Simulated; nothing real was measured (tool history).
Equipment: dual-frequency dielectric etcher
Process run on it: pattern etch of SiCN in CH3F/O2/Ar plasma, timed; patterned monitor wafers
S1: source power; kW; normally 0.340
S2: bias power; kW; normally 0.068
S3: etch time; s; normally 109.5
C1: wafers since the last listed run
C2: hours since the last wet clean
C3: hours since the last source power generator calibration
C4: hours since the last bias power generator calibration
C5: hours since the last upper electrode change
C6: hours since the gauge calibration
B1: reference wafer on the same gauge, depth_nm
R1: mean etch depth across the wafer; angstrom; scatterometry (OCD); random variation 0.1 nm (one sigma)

Run 1, hour 0.0: usual settings; C1 0; C2 53.8; C3 824.4; C4 2262.6; C5 3690.3; C6 696.9; B1 42.02. Result: R1 392.4 angstrom.
Run 2, hour 52.8: usual settings; C1 532; C2 106.6; C3 877.2; C4 2315.4; C5 3743.1; C6 749.7; B1 41.95. Result: R1 391.6 angstrom.
Run 3, hour 124.4: usual settings; C1 722; C2 178.2; C3 948.8; C4 2387.0; C5 3814.7; C6 821.3; B1 42.03. Result: R1 390.7 angstrom.
Run 4, hour 164.4: usual settings but S3 86.5 s; C1 403; C2 218.2; C3 988.8; C4 2427.0; C5 3854.7; C6 861.3; B1 42.00. Result: R1 311.3 angstrom.
Run 5, hour 190.5: usual settings but S2 0.079 kW; C1 263; C2 244.3; C3 1014.9; C4 2453.1; C5 3880.8; C6 887.4; B1 42.03. Result: R1 422.0 angstrom.
Run 6, hour 257.3: usual settings; C1 674; C2 311.1; C3 1081.7; C4 2519.9; C5 3947.6; C6 954.2; B1 42.02. Result: R1 393.6 angstrom.
At hour 299.5: wet clean of the chamber.
Run 7, hour 300.0: usual settings; C1 188; C2 0.5; C3 1124.4; C4 2562.6; C5 3990.3; C6 996.9; B1 41.99. Result: R1 394.2 angstrom.
Run 8, hour 338.9: usual settings; C1 392; C2 39.4; C3 1163.3; C4 2601.5; C5 4029.2; C6 1035.8; B1 42.03. Result: R1 393.6 angstrom.
At hour 511.4: source power generator calibrated.
At hour 540.1: bias power generator calibrated.
Run 9, hour 550.2: usual settings but S1 0.290 kW, S2 0.062 kW; C1 2052; C2 250.7; C3 38.8; C4 10.1; C5 4240.5; C6 1247.1; B1 41.96. Result: R1 353.4 angstrom.
Run 10, hour 609.8: usual settings but S2 0.064 kW, S3 96.0 s; C1 601; C2 310.3; C3 98.4; C4 69.7; C5 4300.1; C6 1306.7; B1 42.02. Result: R1 326.6 angstrom.
Run 11, hour 675.2: usual settings but S2 0.064 kW, S3 96.0 s; C1 660; C2 375.7; C3 163.8; C4 135.1; C5 4365.5; C6 1372.1; B1 41.98. Result: R1 326.5 angstrom.
At hour 729.0: wet clean of the chamber.
Run 12, hour 729.5: usual settings but S1 0.420 kW, S2 0.080 kW, S3 76.5 s; C1 305; C2 0.5; C3 218.1; C4 189.4; C5 4419.8; C6 1426.4; B1 41.99. Result: R1 303.9 angstrom.
Run 13, hour 765.1: usual settings but S1 0.380 kW, S2 0.083 kW, S3 80.5 s; C1 359; C2 36.1; C3 253.7; C4 225.0; C5 4455.4; C6 1462.0; B1 42.05. Result: R1 317.6 angstrom.
Run 14, hour 829.0: usual settings; C1 645; C2 100.0; C3 317.6; C4 288.9; C5 4519.3; C6 1525.9; B1 42.00. Result: R1 385.3 angstrom.
Run 15, hour 873.7: usual settings but S2 0.082 kW, S3 142.5 s; C1 451; C2 144.7; C3 362.3; C4 333.6; C5 4564.0; C6 1570.6; B1 41.98. Result: R1 545.8 angstrom.

Estimate the outcome of run 16 from the log above:
Run 16, hour 962.6: usual settings but S1 0.410 kW; C1 897; C2 233.6; C3 451.2; C4 422.5; C5 4652.9; C6 1659.5; B1 ?. Result: R1 ?.

B1: 42.04
R1: 406.0 angstrom
Minus the tool's unlogged condition, the same run would have read R1 403.4 angstrom.

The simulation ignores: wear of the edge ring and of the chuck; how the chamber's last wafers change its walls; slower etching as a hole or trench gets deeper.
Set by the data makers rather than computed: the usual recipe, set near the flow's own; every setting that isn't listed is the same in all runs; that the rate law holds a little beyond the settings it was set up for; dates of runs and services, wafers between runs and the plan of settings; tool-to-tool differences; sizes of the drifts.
